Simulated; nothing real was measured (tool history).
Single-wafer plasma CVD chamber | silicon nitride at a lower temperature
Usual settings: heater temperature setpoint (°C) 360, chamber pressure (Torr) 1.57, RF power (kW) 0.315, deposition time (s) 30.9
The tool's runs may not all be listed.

run   hour  heater temperature setpoint (°C)  chamber pressure (Torr)  RF power (kW)  deposition time (s)  read-back reference wafer on the same gauge, thickness_nm  mean film thickness on the monitor wafer (angstrom)
  1      0                               365                     1.57          0.315                 30.9                                                     45.054                                               378.58
  2   24.3                               360                     1.57           0.33                 30.9                                                     45.098                                               387.25
        79  -- showerhead replaced
  3    114                               354                     1.57          0.315                 30.9                                                     45.145                                               381.73
  4  136.9                               360                     1.57           0.35                 30.9                                                     45.111                                               405.53
  5  167.9                               360                     1.57           0.35                 30.9                                                     45.112                                               403.29
  6  201.7                               360                     1.57          0.315                 30.9                                                     45.107                                               379.84
     234.4  -- RF generator calibrated
  7  234.9                               371                     1.57           0.25                 30.9                                                     45.088                                               324.65
  8  255.1                               372                     1.33          0.315                 30.9                                                     45.043                                               352.31
  9  283.6                               354                     1.31          0.315                 30.9                                                     45.126                                               353.29
 10  318.6                               375                     1.79          0.315                 30.9                                                     45.045                                               393.32
 11  341.6                               360                      1.3          0.315                   26                                                     45.085                                               295.91
 12  356.5                               370                     1.57          0.315                 33.2                                                     45.126                                               405.45
     378.5  -- capacitance manometer re-zeroed and calibrated
 13    391                               360                     1.21          0.315                 30.9                                                     45.149                                                340.3
 14    424                               365                     1.57          0.315                 30.9                                                     45.144                                               377.76
 15  452.8                               369                     1.87           0.28                 30.9                                                     45.032                                               373.37
 16  478.3                               352                     1.25          0.295                 25.8                                                     45.062                                               278.63
 17  491.5                               360                     1.57          0.315                 36.9                                                     45.078                                               452.98
 18  524.2                               350                     1.57          0.315                 30.9                                                     45.138                                                  379
     533.7  -- thermocouple changed; heater temperature recalibrated
 19  552.4                               345                     1.57          0.355                 30.9                                                     45.119                                                411.7
 20    588                               372                     1.57          0.315                 36.5                                                     45.132                                               442.11
 21  600.9                               360                     1.57          0.315                 30.9                                                     45.074                                               376.98
 22  623.7                               360                     1.57          0.315                 30.9                                                     45.081                                               376.42
 23  652.9                               360                     1.57          0.315                 30.9                                                     45.166                                                378.4
 24  677.9                               366                      1.4          0.315                 30.9                                                     45.046                                               360.94
 25  709.8                               360                     1.57          0.315                 30.9                                                     45.037                                               380.11
 26  742.1                               360                     1.57          0.315                   35                                                     45.116                                               428.54
 27  756.5                               364                     1.57           0.28                 24.8                                                     45.073                                               281.73
 28  769.2                               360                     1.57          0.315                 30.9                                                     45.082                                               377.93

Forecast each of these 5 alternatives for the next run:
  A  769.6                               360                     1.57          0.355                 30.9                                                          ?                                                    ?
  B  769.6                               360                     1.57          0.315                   34                                                          ?                                                    ?
  C  769.6                               354                     1.57           0.26                 30.9                                                          ?                                                    ?
  D  769.6                               369                     1.57          0.315                 30.9                                                          ?                                                    ?
  E  769.6                               360                     1.43          0.315                 32.5                                                          ?                                                    ?

run  read-back reference wafer on the same gauge, thickness_nm  mean film thickness on the monitor wafer (angstrom)
  A                                                     45.158                                               408.03
  B                                                     45.158                                                417.2
  C                                                     45.158                                               336.45
  D                                                     45.158                                               377.71
  E                                                     45.158                                               384.87
Without the tool's hidden state the same runs would have given:
run  mean film thickness on the monitor wafer (angstrom)
  A                                               408.03
  B                                                417.2
  C                                               336.45
  D                                               377.71
  E                                               384.87
